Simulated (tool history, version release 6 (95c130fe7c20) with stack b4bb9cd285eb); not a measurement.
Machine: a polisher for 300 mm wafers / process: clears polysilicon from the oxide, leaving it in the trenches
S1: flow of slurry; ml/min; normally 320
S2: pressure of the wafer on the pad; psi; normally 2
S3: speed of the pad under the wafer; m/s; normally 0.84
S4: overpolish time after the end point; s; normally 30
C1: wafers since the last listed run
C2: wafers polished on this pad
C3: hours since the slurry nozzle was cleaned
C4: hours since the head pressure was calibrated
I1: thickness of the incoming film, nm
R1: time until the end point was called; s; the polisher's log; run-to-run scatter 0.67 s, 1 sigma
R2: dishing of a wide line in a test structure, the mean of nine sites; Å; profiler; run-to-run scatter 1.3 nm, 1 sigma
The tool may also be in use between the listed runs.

run,hour,S1,S2,S3,S4,C1,C2,C3,C4,I1,R1,R2
1,0,320,2,0.84,30,0,719,276.8,295.9,346.8,40.7,733
# hour 17.5: slurry nozzle cleaned
2,71.2,320,2,0.84,30,865,1585,53.7,367.1,352.2,39.4,729
3,128,320,2,0.84,30,700,2285,110.5,423.9,352.5,40.9,749
4,174.8,320,2,0.84,16,576,2861,157.3,470.7,344.7,40.4,639
# hour 209.8: worn pad replaced by a new one
5,224,320,2,0.84,16,557,175,206.5,519.9,345.1,38.2,642
6,275.5,320,2,0.84,30,634,809,258,571.4,354.9,40.1,737
7,299.7,320,2,0.84,30,298,1108,282.2,595.6,347,40.8,731
# hour 345.3: slurry nozzle cleaned
8,347.7,320,2,0.84,30,579,1687,2.4,643.6,349.9,40.3,720
9,419.4,320,2,0.84,30,883,2571,74.1,715.3,353.2,41.8,728
10,473.7,320,2,0.84,30,669,3240,128.4,769.6,344.7,41.3,737
11,510,320,2.2,0.84,30,447,3687,164.7,805.9,354.1,36.4,721
# hour 521.4: worn pad replaced by a new one
12,535.4,320,2.2,0.84,30,263,172,190.1,831.3,344.2,39.3,734
13,563.1,320,2.2,0.84,30,341,513,217.8,859,352.6,41.3,733
# hour 626.8: slurry nozzle cleaned
# hour 668.7: head pressure recalibrated
14,669.5,320,2,0.84,30,1274,1788,42.7,0.8,356.3,45.3,708
15,723,415,1.4,0.56,14,659,2447,96.2,54.3,349.9,83,400
16,754.3,350,2.4,0.72,30,385,2833,127.5,85.6,349.9,40.8,707
17,809,320,2,0.84,30,674,3507,182.2,140.3,349.8,43.5,709
# hour 895.3: worn pad replaced by a new one, repeated, since the last time left the tool worse
18,895.8,320,2,0.84,14,1020,6,269,227.1,346.3,38.9,623
19,947.7,380,2.2,0.84,30,639,646,320.9,279,349.8,34.7,749
# hour 954.1: slurry nozzle cleaned
20,979.8,285,2.2,0.74,17,383,1029,25.7,311.1,352.3,40.9,643
21,1034.2,350,2,0.54,25,670,1699,80.1,365.5,351.2,53.1,643
22,1074.2,320,1.7,0.72,30,493,2192,120.1,405.5,352.2,52.6,698
23,1131.5,380,1.6,0.94,13,706,2899,177.4,462.8,354.4,47.7,541
24,1189.5,320,2,0.84,30,714,3614,235.4,520.8,355.1,41.8,717
25,1231.9,375,2,0.84,43,522,4136,277.8,563.2,351.1,41.5,747
# hour 1246.9: worn pad replaced by a new one
# hour 1279.5: slurry nozzle cleaned
26,1287.1,320,2,0.84,30,618,483,7.6,618.4,347.1,39.2,757
27,1344.9,320,2,0.84,30,712,1195,65.4,676.2,345.4,39.6,738
28,1467.7,260,1.5,1.04,42,1513,2709,188.2,799,349.5,47.3,728
29,1537.7,320,2,1.06,42,862,3572,258.2,869,353.8,34.9,765

Each row is a separate what-if for the run after 29, all from the same tool condition, not one after another. Results?
A,1538.2,320,2,0.84,30,6,3578,258.7,869.5,345.2,?,?
B,1538.2,425,2,0.84,30,6,3578,258.7,869.5,345.2,?,?
C,1538.2,260,2,0.84,24,6,3578,258.7,869.5,345.2,?,?
D,1538.2,320,1.7,0.84,35,6,3578,258.7,869.5,345.2,?,?

run,R1,R2
A,40.8,737
B,40.1,739
C,41.4,710
D,48,736
Had the tool no hidden state, the same runs would have come out as:
run,R1,R2
A,38.4,742
B,37.8,743
C,39,718
D,45.2,741

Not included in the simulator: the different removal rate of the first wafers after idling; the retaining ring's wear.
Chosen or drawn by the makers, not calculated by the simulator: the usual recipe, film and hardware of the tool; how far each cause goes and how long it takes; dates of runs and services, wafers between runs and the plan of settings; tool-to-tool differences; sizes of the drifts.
